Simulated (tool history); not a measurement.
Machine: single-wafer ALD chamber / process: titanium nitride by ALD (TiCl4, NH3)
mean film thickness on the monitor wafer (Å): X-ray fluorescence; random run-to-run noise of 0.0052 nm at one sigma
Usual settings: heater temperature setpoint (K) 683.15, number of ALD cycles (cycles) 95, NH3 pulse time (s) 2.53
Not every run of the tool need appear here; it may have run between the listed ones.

run,day,heater temperature setpoint (K),number of ALD cycles (cycles),NH3 pulse time (s),wafers since the last listed run,hours since the last thermocouple change,hours since the showerhead was replaced,hours since the gauge calibration,"read-back reference wafer on the same gauge, thickness_nm",mean film thickness on the monitor wafer (Å)
1,0.000,689.15,95,2.53,0,1047.3,2610.5,661.0,2.270,20.90
2,2.500,689.15,95,2.53,197,1107.3,2670.5,721.0,2.271,20.93
3,5.562,689.15,95,2.53,241,1180.8,2744.0,794.5,2.269,20.84
4,9.433,683.15,95,2.53,305,1273.7,2836.9,887.4,2.269,20.85
5,13.450,683.15,80,2.53,317,1370.1,2933.3,983.8,2.270,17.53
6,17.942,688.15,95,1.97,354,1477.9,3041.1,1091.6,2.270,20.79
7,20.258,683.15,95,2.53,182,1533.5,3096.7,1147.2,2.270,20.85
8,23.733,683.15,95,2.53,274,1616.9,3180.1,1230.6,2.271,20.87
9,25.983,683.15,95,2.53,177,1670.9,3234.1,1284.6,2.270,20.86
10,27.546,683.15,95,2.53,123,1708.4,3271.6,1322.1,2.269,20.91
11,29.979,683.15,95,2.53,192,1766.8,3330.0,1380.5,2.269,20.81
12,32.379,683.15,95,2.53,189,1824.4,3387.6,1438.1,2.270,20.75
13,36.367,683.15,95,2.53,314,1920.1,3483.3,1533.8,2.270,20.92
# day 39.583: thermocouple changed; heater temperature recalibrated
# day 40.700: showerhead replaced
14,40.742,683.15,95,2.85,292,27.8,1.0,1638.8,2.270,21.00
15,44.808,683.15,95,2.85,321,125.4,98.6,1736.4,2.269,20.94
16,47.083,683.15,87,2.53,179,180.0,153.2,1791.0,2.271,19.16
17,49.075,683.15,87,2.53,157,227.8,201.0,1838.8,2.269,19.12
18,50.808,683.15,87,2.53,136,269.4,242.6,1880.4,2.270,19.12
19,54.958,674.15,95,2.53,327,369.0,342.2,1980.0,2.271,20.81
20,56.825,689.15,95,2.53,147,413.8,387.0,2024.8,2.270,20.96
21,59.000,687.15,95,2.05,171,466.0,439.2,2077.0,2.271,20.83
22,61.108,673.15,103,2.10,166,516.6,489.8,2127.6,2.270,22.42
23,63.288,677.15,82,1.97,172,568.9,542.1,2179.9,2.270,17.86
# day 63.542: gauge calibrated
24,66.188,695.15,89,1.58,229,638.5,611.7,63.5,2.270,19.46
25,68.438,683.15,95,1.80,177,692.5,665.7,117.5,2.269,20.77
26,72.433,683.15,95,2.53,315,788.4,761.6,213.4,2.270,20.91
27,73.958,683.15,95,2.53,120,825.0,798.2,250.0,2.270,20.87
28,84.983,683.15,95,1.53,870,1089.6,1062.8,514.6,2.271,20.61
29,87.496,693.15,111,2.53,198,1149.9,1123.1,574.9,2.270,24.44

The next listed run, before its measurement:
30,91.817,689.15,88,3.34,341,1253.6,1226.8,678.6,?,?

{"run 30": {"read-back reference wafer on the same gauge, thickness_nm": 2.27, "mean film thickness on the monitor wafer (Å)": 19.41}}
If the tool had no hidden condition, the same run with the same run-to-run variation would have returned mean film thickness on the monitor wafer (Å) 19.41.
